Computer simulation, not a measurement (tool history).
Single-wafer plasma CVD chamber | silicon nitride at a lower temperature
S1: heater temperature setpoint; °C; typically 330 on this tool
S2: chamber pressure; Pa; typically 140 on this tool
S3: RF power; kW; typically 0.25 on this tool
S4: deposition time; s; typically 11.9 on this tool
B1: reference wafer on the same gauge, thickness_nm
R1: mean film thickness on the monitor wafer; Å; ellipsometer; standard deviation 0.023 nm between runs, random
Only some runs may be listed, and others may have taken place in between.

{"run": 1, "hour": 0.0, "S1": 330, "S2": 148, "S3": 0.215, "S4": 11.9, "B1": 12.995, "R1": 103.48}
{"run": 2, "hour": 42.0, "S1": 330, "S2": 148, "S3": 0.215, "S4": 11.9, "B1": 12.994, "R1": 103.33}
{"run": 3, "hour": 213.8, "S1": 335, "S2": 140, "S3": 0.275, "S4": 11.9, "B1": 12.996, "R1": 115.56}
{"run": 4, "hour": 278.5, "S1": 330, "S2": 140, "S3": 0.25, "S4": 11.9, "B1": 13.007, "R1": 110.38}
{"hour": 320.3, "done": "thermocouple changed; heater temperature recalibrated"}
{"run": 5, "hour": 341.8, "S1": 330, "S2": 140, "S3": 0.25, "S4": 11.9, "B1": 12.992, "R1": 110.28}
{"hour": 352.0, "done": "RF generator calibrated"}
{"run": 6, "hour": 371.1, "S1": 330, "S2": 140, "S3": 0.25, "S4": 11.9, "B1": 12.999, "R1": 110.46}
{"run": 7, "hour": 408.3, "S1": 330, "S2": 140, "S3": 0.25, "S4": 11.9, "B1": 12.994, "R1": 110.42}
{"run": 8, "hour": 445.2, "S1": 330, "S2": 140, "S3": 0.25, "S4": 11.9, "B1": 13.006, "R1": 110.11}
{"run": 9, "hour": 490.9, "S1": 330, "S2": 121, "S3": 0.25, "S4": 11.9, "B1": 12.996, "R1": 107.42}
{"hour": 550.1, "done": "capacitance manometer re-zeroed and calibrated"}
{"run": 10, "hour": 550.6, "S1": 330, "S2": 140, "S3": 0.25, "S4": 13.5, "B1": 13.01, "R1": 126.59}
{"hour": 559.5, "done": "showerhead replaced"}
{"run": 11, "hour": 610.4, "S1": 330, "S2": 116, "S3": 0.27, "S4": 10.6, "B1": 13.007, "R1": 100.02}
{"run": 12, "hour": 643.2, "S1": 330, "S2": 140, "S3": 0.25, "S4": 11.9, "B1": 13.008, "R1": 111.18}
{"run": 13, "hour": 707.1, "S1": 316, "S2": 140, "S3": 0.25, "S4": 11.9, "B1": 12.996, "R1": 111.87}
{"run": 14, "hour": 749.8, "S1": 320, "S2": 169, "S3": 0.205, "S4": 10.1, "B1": 13.003, "R1": 88.89}
{"run": 15, "hour": 819.9, "S1": 330, "S2": 140, "S3": 0.25, "S4": 11.9, "B1": 12.999, "R1": 111.04}
{"hour": 865.1, "done": "gauge calibrated"}
{"run": 16, "hour": 883.2, "S1": 330, "S2": 140, "S3": 0.28, "S4": 11.9, "B1": 12.995, "R1": 117.73}
{"run": 17, "hour": 907.8, "S1": 330, "S2": 140, "S3": 0.23, "S4": 11.9, "B1": 12.982, "R1": 106.71}
{"run": 18, "hour": 957.4, "S1": 330, "S2": 140, "S3": 0.235, "S4": 13.7, "B1": 12.994, "R1": 124.05}
{"run": 19, "hour": 1018.3, "S1": 330, "S2": 140, "S3": 0.25, "S4": 11.9, "B1": 13.008, "R1": 110.96}
{"run": 20, "hour": 1050.5, "S1": 330, "S2": 121, "S3": 0.25, "S4": 11.9, "B1": 12.994, "R1": 109.13}
{"run": 21, "hour": 1231.9, "S1": 330, "S2": 140, "S3": 0.25, "S4": 11.9, "B1": 13.003, "R1": 111.38}
{"run": 22, "hour": 1262.0, "S1": 336, "S2": 140, "S3": 0.21, "S4": 11.9, "B1": 13.003, "R1": 102.11}
{"run": 23, "hour": 1303.2, "S1": 330, "S2": 140, "S3": 0.25, "S4": 11.9, "B1": 12.994, "R1": 111.28}
{"hour": 1340.6, "done": "RF generator calibrated"}
{"run": 24, "hour": 1355.7, "S1": 336, "S2": 125, "S3": 0.2, "S4": 13.2, "B1": 13.005, "R1": 108.44}
{"run": 25, "hour": 1382.4, "S1": 322, "S2": 157, "S3": 0.25, "S4": 11.9, "B1": 12.996, "R1": 113.35}
{"run": 26, "hour": 1451.0, "S1": 330, "S2": 163, "S3": 0.25, "S4": 9.9, "B1": 13.008, "R1": 94.43}
{"run": 27, "hour": 1504.5, "S1": 321, "S2": 140, "S3": 0.265, "S4": 11.9, "B1": 13.007, "R1": 114.84}
{"run": 28, "hour": 1563.0, "S1": 316, "S2": 163, "S3": 0.275, "S4": 11.1, "B1": 12.997, "R1": 111.38}

Predict each of these 4 candidate next runs independently; none follows another, all start after run 28:
{"run": "A", "hour": 1563.4, "S1": 330, "S2": 140, "S3": 0.25, "S4": 10.2, "B1": "?", "R1": "?"}
{"run": "B", "hour": 1563.4, "S1": 330, "S2": 105, "S3": 0.25, "S4": 11.9, "B1": "?", "R1": "?"}
{"run": "C", "hour": 1563.4, "S1": 330, "S2": 111, "S3": 0.23, "S4": 10.9, "B1": "?", "R1": "?"}
{"run": "D", "hour": 1563.4, "S1": 330, "S2": 172, "S3": 0.205, "S4": 11.9, "B1": "?", "R1": "?"}

run=A B1=13 R1=94.83
run=B B1=13 R1=106.08
run=C B1=13 R1=94.08
run=D B1=13 R1=104.03
Had the tool no hidden state, the same runs would have come out as:
run=A R1=95.09
run=B R1=106.4
run=C R1=94.36
run=D R1=104.3
